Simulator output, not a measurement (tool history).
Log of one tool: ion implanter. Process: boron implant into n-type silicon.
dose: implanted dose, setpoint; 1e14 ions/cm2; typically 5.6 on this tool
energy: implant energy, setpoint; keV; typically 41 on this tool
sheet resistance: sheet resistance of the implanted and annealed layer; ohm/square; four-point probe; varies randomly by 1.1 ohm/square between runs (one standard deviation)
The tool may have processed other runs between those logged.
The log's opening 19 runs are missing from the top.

run,hour,dose,energy,wafers since the last listed run,hours since the last dose calibration,hours since the extraction supply was calibrated,hours since the gauge calibration,"read-back reference wafer on the same gauge, sheet resistance",sheet resistance
20,966.5,7.11,54.5,613,342,171.9,1224.6,211.78,155.05
21,1031.9,6.65,41,1193,407.4,237.3,1290,211.39,166.55
22,1070.5,4.41,48.5,704,446,275.9,1328.6,211.87,226.35
23,1103.5,6.43,37,602,479,308.9,1361.6,212.08,170.91
24,1160.9,5.6,36.5,1047,536.4,366.3,1419,212.25,192.92
# hour 1201.5: gauge calibrated
25,1252.1,6.72,41,1663,627.6,457.5,50.6,212.1,163.52
# hour 1318.9: Faraday cup replaced and dose calibrated
26,1319.4,7,52.5,1081,0.5,524.8,117.9,211.36,160.13
27,1340,5.6,27.5,375,21.1,545.4,138.5,212.13,202.73
28,1375.4,7.11,54.5,645,56.5,580.8,173.9,211.81,157.95
29,1447.2,5.6,41,1309,128.3,652.6,245.7,212.07,193.18
30,1515,5.6,41,1237,196.1,720.4,313.5,211.39,191.54
31,1541,4.85,47.5,474,222.1,746.4,339.5,212.35,212.94

What if the next run were any one of these 3? Each begins from the tool's condition after run 31:
A,1541.4,6.6,41,7,222.5,746.8,339.9,?,?
B,1541.4,6.73,35,7,222.5,746.8,339.9,?,?
C,1541.4,4.81,31,7,222.5,746.8,339.9,?,?

run,"read-back reference wafer on the same gauge, sheet resistance",sheet resistance
A,211.82,167.1
B,211.82,166.39
C,211.82,221.47
What these runs would have given with no unlogged condition in the tool:
run,sheet resistance
A,171.23
B,170.57
C,226.93
